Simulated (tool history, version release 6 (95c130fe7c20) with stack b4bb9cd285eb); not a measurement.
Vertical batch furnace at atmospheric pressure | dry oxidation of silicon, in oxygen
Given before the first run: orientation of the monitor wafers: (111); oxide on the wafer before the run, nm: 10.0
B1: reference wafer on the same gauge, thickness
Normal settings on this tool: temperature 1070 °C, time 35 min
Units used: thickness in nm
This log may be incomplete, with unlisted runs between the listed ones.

{"run": 1, "hour": 0.0, "temperature": 1062, "time": 26.5, "B1": 96.11, "thickness": 64.55}
{"run": 2, "hour": 29.3, "temperature": 1062, "time": 26.5, "B1": 96.25, "thickness": 64.66}
{"run": 3, "hour": 52.0, "temperature": 1054, "time": 35, "B1": 96.22, "thickness": 73}
{"run": 4, "hour": 85.3, "temperature": 1070, "time": 35, "B1": 96.15, "thickness": 80.56}
{"run": 5, "hour": 104.0, "temperature": 1070, "time": 35, "B1": 96.43, "thickness": 80}
{"run": 6, "hour": 120.5, "temperature": 1070, "time": 35, "B1": 96.42, "thickness": 80.42}
{"run": 7, "hour": 144.1, "temperature": 1070, "time": 35, "B1": 96.49, "thickness": 80.83}
{"run": 8, "hour": 164.9, "temperature": 1070, "time": 43.5, "B1": 96.55, "thickness": 91.58}
{"run": 9, "hour": 185.9, "temperature": 1070, "time": 35, "B1": 96.57, "thickness": 80.68}
{"run": 10, "hour": 207.4, "temperature": 1070, "time": 35, "B1": 96.69, "thickness": 80.84}
{"run": 11, "hour": 240.8, "temperature": 1070, "time": 26, "B1": 96.71, "thickness": 66.91}
{"run": 12, "hour": 268.3, "temperature": 1079, "time": 35, "B1": 96.76, "thickness": 85.09}
{"run": 13, "hour": 303.3, "temperature": 1079, "time": 35, "B1": 96.65, "thickness": 86.19}
{"run": 14, "hour": 330.6, "temperature": 1070, "time": 42, "B1": 96.8, "thickness": 90.21}
{"run": 15, "hour": 349.3, "temperature": 1070, "time": 42, "B1": 96.49, "thickness": 90.07}
{"run": 16, "hour": 367.3, "temperature": 1070, "time": 35, "B1": 96.69, "thickness": 80.45}
{"run": 17, "hour": 388.5, "temperature": 1078, "time": 44.5, "B1": 96.61, "thickness": 97.88}
{"run": 18, "hour": 404.1, "temperature": 1078, "time": 44.5, "B1": 96.63, "thickness": 97.67}
{"run": 19, "hour": 434.9, "temperature": 1045, "time": 48.5, "B1": 96.64, "thickness": 85.39}
{"hour": 477.1, "done": "boat lift adjusted"}
{"run": 20, "hour": 477.6, "temperature": 1049, "time": 35, "B1": 96.56, "thickness": 71.96}

Estimate the outcome of run 21 from the log above:
{"run": 21, "hour": 484.6, "temperature": 1070, "time": 35, "B1": "?", "thickness": "?"}

B1: 96.86
thickness: 80.96 nm
Without the tool's hidden state the same run would have given thickness 77.65 nm.

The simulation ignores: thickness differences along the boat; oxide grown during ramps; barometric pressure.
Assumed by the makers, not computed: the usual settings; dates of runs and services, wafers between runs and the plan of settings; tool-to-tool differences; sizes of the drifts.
